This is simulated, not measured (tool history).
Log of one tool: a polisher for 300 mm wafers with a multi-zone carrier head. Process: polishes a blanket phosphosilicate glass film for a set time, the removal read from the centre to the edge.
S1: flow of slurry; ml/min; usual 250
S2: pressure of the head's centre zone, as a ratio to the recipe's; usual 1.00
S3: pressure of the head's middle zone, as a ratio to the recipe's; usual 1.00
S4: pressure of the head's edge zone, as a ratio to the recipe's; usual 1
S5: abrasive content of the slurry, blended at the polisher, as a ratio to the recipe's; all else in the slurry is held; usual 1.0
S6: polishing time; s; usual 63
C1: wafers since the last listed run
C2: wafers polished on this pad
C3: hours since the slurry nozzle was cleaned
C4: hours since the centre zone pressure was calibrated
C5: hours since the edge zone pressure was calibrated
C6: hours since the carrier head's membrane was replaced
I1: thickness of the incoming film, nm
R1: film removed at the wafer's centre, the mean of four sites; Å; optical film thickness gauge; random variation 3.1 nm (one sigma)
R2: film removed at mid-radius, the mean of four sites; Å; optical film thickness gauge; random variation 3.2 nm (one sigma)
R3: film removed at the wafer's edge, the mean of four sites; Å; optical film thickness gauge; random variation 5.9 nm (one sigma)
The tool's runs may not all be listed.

Run 1, hour 0.0: usual settings but S1 275 ml/min; C1 0; C2 778; C3 401.6; C4 309.1; C5 869.0; C6 864.9; I1 2757.5. Result: R1 4246 Å, R2 4375 Å, R3 4380 Å.
Run 2, hour 31.1: usual settings but S1 275 ml/min; C1 346; C2 1125; C3 432.7; C4 340.2; C5 900.1; C6 896.0; I1 2761.1. Result: R1 4247 Å, R2 4346 Å, R3 4175 Å.
At hour 36.2: worn pad replaced by a new one.
Run 3, hour 44.4: usual settings but S5 1.1; C1 103; C2 91; C3 446.0; C4 353.5; C5 913.4; C6 909.3; I1 2761.0. Result: R1 4650 Å, R2 4742 Å, R3 4773 Å.
Run 4, hour 76.6: usual settings but S5 1.1; C1 358; C2 450; C3 478.2; C4 385.7; C5 945.6; C6 941.5; I1 2745.3. Result: R1 4522 Å, R2 4589 Å, R3 4542 Å.
Run 5, hour 101.9: usual settings; C1 281; C2 732; C3 503.5; C4 411.0; C5 970.9; C6 966.8; I1 2800.8. Result: R1 4214 Å, R2 4328 Å, R3 4287 Å.
Run 6, hour 128.2: usual settings; C1 293; C2 1025; C3 529.8; C4 437.3; C5 997.2; C6 993.1; I1 2756.8. Result: R1 4178 Å, R2 4281 Å, R3 4198 Å.
At hour 155.6: worn pad replaced by a new one.
Run 7, hour 157.0: usual settings but S2 0.96, S3 1.02; C1 276; C2 15; C3 558.6; C4 466.1; C5 1026.0; C6 1021.9; I1 2758.4. Result: R1 4328 Å, R2 4745 Å, R3 4558 Å.
Run 8, hour 218.1: usual settings but S2 0.96, S3 1.02; C1 680; C2 696; C3 619.7; C4 527.2; C5 1087.1; C6 1083.0; I1 2761.5. Result: R1 4088 Å, R2 4440 Å, R3 4316 Å.
At hour 248.6: slurry nozzle cleaned.
At hour 257.1: worn pad replaced by a new one.
At hour 259.6: edge zone pressure recalibrated.
Run 9, hour 260.1: usual settings but S2 0.96, S3 1.02; C1 389; C2 10; C3 11.5; C4 569.2; C5 0.5; C6 1125.0; I1 2754.6. Result: R1 4317 Å, R2 4732 Å, R3 4609 Å.
Run 10, hour 283.5: usual settings but S3 1.12; C1 260; C2 271; C3 34.9; C4 592.6; C5 23.9; C6 1148.4; I1 2772.1. Result: R1 4368 Å, R2 4838 Å, R3 4470 Å.

Run 11 comes next. What will it give?
Run 11, hour 313.4: usual settings but S6 84 s; C1 333; C2 604; C3 64.8; C4 622.5; C5 53.8; C6 1178.3; I1 2780.4. Result: R1 ?, R2 ?, R3 ?.

R1: 5675 Å
R2: 5868 Å
R3: 5989 Å
Without the tool's hidden state the same run would have given R1 6062 Å, R2 6269 Å, R3 6398 Å.
